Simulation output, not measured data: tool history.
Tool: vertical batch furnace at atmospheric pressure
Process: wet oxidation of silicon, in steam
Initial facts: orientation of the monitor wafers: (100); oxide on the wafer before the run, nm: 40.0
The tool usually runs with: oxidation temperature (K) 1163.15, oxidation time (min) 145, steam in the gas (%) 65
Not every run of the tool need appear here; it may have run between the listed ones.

run	hour	oxidation temperature (K)	oxidation time (min)	steam in the gas (%)	wafers since the last listed run	hours since the last temperature calibration	hours since the steam generator was serviced	hours since the gauge calibration	read-back reference wafer on the same gauge, thickness	oxide thickness on the monitor wafer (angstrom)
1	0	1163.15	145	60	0	3129.9	2913.1	50.6	286.17	2281.1
2	24.9	1176.15	145	65	220	3154.8	2938	75.5	285.94	2790.7
3	42.3	1163.15	145	65	153	3172.2	2955.4	92.9	286.21	2439.3
4	64.6	1163.15	145	65	197	3194.5	2977.7	115.2	286.09	2427.5
5	91.7	1163.15	145	65	239	3221.6	3004.8	142.3	286.12	2446.1
6	118.6	1163.15	145	65	237	3248.5	3031.7	169.2	286.15	2437.7
7	132.1	1163.15	145	65	119	3262	3045.2	182.7	285.76	2447.6
# hour 163.3: thermocouples replaced and temperature profile calibrated
8	163.8	1163.15	145	65	68	0.5	3076.9	214.4	285.93	2441.3
9	169.7	1158.15	145	61	52	6.4	3082.8	220.3	286.05	2184.6
10	194.1	1158.15	145	61	215	30.8	3107.2	244.7	285.82	2182.6
11	211.4	1146.15	76.5	65	152	48.1	3124.5	262	285.71	1281.8
12	243.4	1163.15	145	56	282	80.1	3156.5	294	285.83	2192.9
13	262.4	1163.15	145	65	168	99.1	3175.5	313	285.88	2423
14	293.2	1163.15	145	65	272	129.9	3206.3	343.8	286.21	2438.6
15	342.6	1185.15	211.5	76	436	179.3	3255.7	393.2	285.74	4513.3
16	366.4	1188.15	145	65	210	203.1	3279.5	417	286.28	3184.3
# hour 367.7: gauge calibrated
# hour 393.6: steam generator serviced
17	402.3	1163.15	145	65	105	239	8.7	34.6	286.13	2443.2
18	424.4	1163.15	145	76	195	261.1	30.8	56.7	285.67	2739.8
19	444.9	1163.15	119.5	65	181	281.6	51.3	77.2	285.95	2094.1
20	463.5	1163.15	145	65	164	300.2	69.9	95.8	285.94	2434.8
21	498.9	1139.15	172	60	313	335.6	105.3	131.2	285.89	1946.4

Below are 4 alternative next runs, each starting from the tool's condition after run 21. Predict each:
A	504.9	1173.15	145	65	53	341.6	111.3	137.2	?	?
B	504.9	1184.15	190.5	73	53	341.6	111.3	137.2	?	?
C	504.9	1183.15	213	69	53	341.6	111.3	137.2	?	?
D	504.9	1139.15	79.5	74	53	341.6	111.3	137.2	?	?

run	read-back reference wafer on the same gauge, thickness	oxide thickness on the monitor wafer (angstrom)
A	285.7	2723.4
B	285.7	4043.9
C	285.7	4170.2
D	285.7	1319.3
Without the tool's hidden state the same runs would have given:
run	oxide thickness on the monitor wafer (angstrom)
A	2723.4
B	4043.9
C	4170.2
D	1319.3

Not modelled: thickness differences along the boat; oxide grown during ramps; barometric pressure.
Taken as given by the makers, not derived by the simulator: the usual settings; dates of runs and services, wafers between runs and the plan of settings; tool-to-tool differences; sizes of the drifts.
